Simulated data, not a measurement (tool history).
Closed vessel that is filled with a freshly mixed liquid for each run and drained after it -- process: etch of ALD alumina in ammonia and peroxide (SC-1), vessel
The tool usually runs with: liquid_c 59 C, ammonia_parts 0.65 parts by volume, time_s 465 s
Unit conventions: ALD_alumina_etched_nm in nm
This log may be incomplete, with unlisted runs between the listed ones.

run	hour	liquid_c	ammonia_parts	time_s	wafers since the last listed run	hours since the thermometer was replaced	hours since the ammonia flow meter was replaced	hours since the drum of ammonia solution was connected	hours since the gauge calibration	read-back film thickness of the ALD alumina reference wafer, read on the same gauge (nm)	ALD_alumina_etched_nm
1	0	52	0.85	465	0	322.9	8.3	244.5	933.1	120.01	33.57
2	63.7	59	0.65	465	5413	386.6	72	308.2	996.8	119.99	47.51
3	112.6	59	0.65	465	4155	435.5	120.9	357.1	1045.7	120.01	47.58
4	167.2	59	0.65	465	4640	490.1	175.5	411.7	1100.3	120	47.49
5	209.4	59	0.65	465	3586	532.3	217.7	453.9	1142.5	120.01	47.79
# hour 254.7: thermometer replaced
6	279.8	59	0.65	465	5898	25.1	288.1	524.3	1212.9	119.97	46.24
7	348.4	52	0.65	465	5830	93.7	356.7	592.9	1281.5	120	32.18
# hour 410.8: new drum of ammonia solution connected
8	416.1	66.5	0.65	465	5668	161.4	424.4	5.3	1349.2	120	68.88
9	462.3	65	0.65	465	3926	207.6	470.6	51.5	1395.4	119.99	64.19
10	527.7	59	0.85	650	5558	273	536	116.9	1460.8	119.95	68.26
11	587.2	59	0.65	465	5056	332.5	595.5	176.4	1520.3	119.99	47.85
12	647.2	59	0.65	465	5099	392.5	655.5	236.4	1580.3	119.95	47.61
13	813.6	59	0.65	465	14142	558.9	821.9	402.8	1746.7	119.99	47.93
14	868.8	59	0.65	465	4691	614.1	877.1	458	1801.9	120.01	48.12
# hour 916.9: thermometer replaced
# hour 932.8: new drum of ammonia solution connected
# hour 984.5: gauge calibrated
15	992.2	59	0.35	465	10317	75.3	1000.5	59.4	7.7	119.99	44.19
16	1029.5	67	0.5	300	3170	112.6	1037.8	96.7	45	120.02	44.16
17	1091.4	55	0.35	465	5260	174.5	1099.7	158.6	106.9	119.99	35.9
# hour 1127.1: ammonia flow meter replaced
18	1159.9	62.5	0.65	270	5736	243	32.8	227.1	175.4	119.98	32.86
19	1229.5	54	0.65	210	5915	312.6	102.4	296.7	245	120	16.44
20	1301.1	55.5	0.75	465	6085	384.2	174	368.3	316.6	120.02	40.05
21	1347.2	59	0.65	465	3917	430.3	220.1	414.4	362.7	119.97	47.71
22	1399.3	55	0.8	465	4427	482.4	272.2	466.5	414.8	120.04	39.29
23	1429.3	55.5	0.8	335	2549	512.4	302.2	496.5	444.8	120.01	29.1
# hour 1486: new drum of ammonia solution connected
24	1498.5	59	0.95	310	5796	581.6	371.4	12.5	514	120	33.43
# hour 1530.4: thermometer replaced
25	1558.5	56.5	0.65	465	5014	28.1	431.4	72.5	574	120.01	41.27
26	1616.9	59	0.85	735	4963	86.5	489.8	130.9	632.4	119.99	76.26
27	1652.2	59	0.85	465	3000	121.8	525.1	166.2	667.7	120.03	48.39
28	1713.8	54	0.9	465	5235	183.4	586.7	227.8	729.3	120.01	37.63
29	1753.1	62.5	0.65	270	3340	222.7	626	267.1	768.6	120	32.78

Below are 4 alternative next runs, each starting from the tool's condition after run 29. Predict each:
A	1753.9	59	0.95	465	67	223.5	626.8	267.9	769.4	?	?
B	1753.9	59	0.4	355	67	223.5	626.8	267.9	769.4	?	?
C	1753.9	50	0.85	680	67	223.5	626.8	267.9	769.4	?	?
D	1753.9	50.5	0.4	345	67	223.5	626.8	267.9	769.4	?	?

run	read-back film thickness of the ALD alumina reference wafer, read on the same gauge (nm)	ALD_alumina_etched_nm
A	119.99	48.95
B	119.99	34.44
C	119.99	43.89
D	119.99	21.3
Without the tool's hidden state the same runs would have given:
run	ALD_alumina_etched_nm
A	48.48
B	34.1
C	43.42
D	21.08
